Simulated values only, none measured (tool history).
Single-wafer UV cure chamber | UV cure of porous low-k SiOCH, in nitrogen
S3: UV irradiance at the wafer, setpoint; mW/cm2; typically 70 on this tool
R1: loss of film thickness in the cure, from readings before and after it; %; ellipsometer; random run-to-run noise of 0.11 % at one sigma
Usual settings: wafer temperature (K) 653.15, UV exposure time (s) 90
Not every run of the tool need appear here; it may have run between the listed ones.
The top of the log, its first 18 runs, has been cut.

{"run": 19, "hour": 444.2, "wafer temperature (K)": 660.15, "UV exposure time (s)": 115, "S3": 88, "R1": 10.434}
{"run": 20, "hour": 465.5, "wafer temperature (K)": 643.15, "UV exposure time (s)": 60, "S3": 70, "R1": 5.797}
{"run": 21, "hour": 501.4, "wafer temperature (K)": 653.15, "UV exposure time (s)": 90, "S3": 70, "R1": 7.54}
{"run": 22, "hour": 529.4, "wafer temperature (K)": 653.15, "UV exposure time (s)": 90, "S3": 70, "R1": 7.403}
{"run": 23, "hour": 592.2, "wafer temperature (K)": 640.15, "UV exposure time (s)": 115, "S3": 70, "R1": 8.514}
{"run": 24, "hour": 627.3, "wafer temperature (K)": 634.15, "UV exposure time (s)": 65, "S3": 40, "R1": 3.661}
{"hour": 642.0, "done": "quartz window cleaned"}
{"run": 25, "hour": 643.0, "wafer temperature (K)": 653.15, "UV exposure time (s)": 90, "S3": 70, "R1": 7.545}
{"run": 26, "hour": 674.5, "wafer temperature (K)": 653.15, "UV exposure time (s)": 70, "S3": 70, "R1": 6.294}
{"run": 27, "hour": 709.2, "wafer temperature (K)": 653.15, "UV exposure time (s)": 90, "S3": 70, "R1": 7.452}
{"run": 28, "hour": 743.2, "wafer temperature (K)": 668.15, "UV exposure time (s)": 90, "S3": 70, "R1": 7.592}
{"run": 29, "hour": 760.9, "wafer temperature (K)": 635.15, "UV exposure time (s)": 55, "S3": 49, "R1": 3.624}
{"run": 30, "hour": 779.8, "wafer temperature (K)": 638.15, "UV exposure time (s)": 135, "S3": 70, "R1": 8.786}
{"run": 31, "hour": 803.8, "wafer temperature (K)": 665.15, "UV exposure time (s)": 135, "S3": 98, "R1": 11.445}
{"run": 32, "hour": 821.6, "wafer temperature (K)": 638.15, "UV exposure time (s)": 110, "S3": 45, "R1": 5.923}
{"run": 33, "hour": 836.2, "wafer temperature (K)": 667.15, "UV exposure time (s)": 70, "S3": 70, "R1": 6.478}
{"run": 34, "hour": 865.2, "wafer temperature (K)": 653.15, "UV exposure time (s)": 90, "S3": 70, "R1": 7.19}
{"run": 35, "hour": 900.3, "wafer temperature (K)": 643.15, "UV exposure time (s)": 60, "S3": 70, "R1": 5.187}
{"run": 36, "hour": 924.0, "wafer temperature (K)": 647.15, "UV exposure time (s)": 60, "S3": 40, "R1": 3.328}
{"run": 37, "hour": 945.0, "wafer temperature (K)": 653.15, "UV exposure time (s)": 90, "S3": 70, "R1": 7.111}

Below are 5 alternative next runs, each starting from the tool's condition after run 37. Predict each:
{"run": "A", "hour": 945.5, "wafer temperature (K)": 653.15, "UV exposure time (s)": 90, "S3": 54, "R1": "?"}
{"run": "B", "hour": 945.5, "wafer temperature (K)": 637.15, "UV exposure time (s)": 135, "S3": 40, "R1": "?"}
{"run": "C", "hour": 945.5, "wafer temperature (K)": 653.15, "UV exposure time (s)": 50, "S3": 70, "R1": "?"}
{"run": "D", "hour": 945.5, "wafer temperature (K)": 638.15, "UV exposure time (s)": 130, "S3": 70, "R1": "?"}
{"run": "E", "hour": 945.5, "wafer temperature (K)": 670.15, "UV exposure time (s)": 115, "S3": 70, "R1": "?"}

run=A R1=6.075
run=B R1=6.244
run=C R1=4.745
run=D R1=8.773
run=E R1=8.812
Without the tool's unlogged condition, the same runs would have read:
run=A R1=7.043
run=B R1=7.225
run=C R1=5.586
run=D R1=9.879
run=E R1=9.919
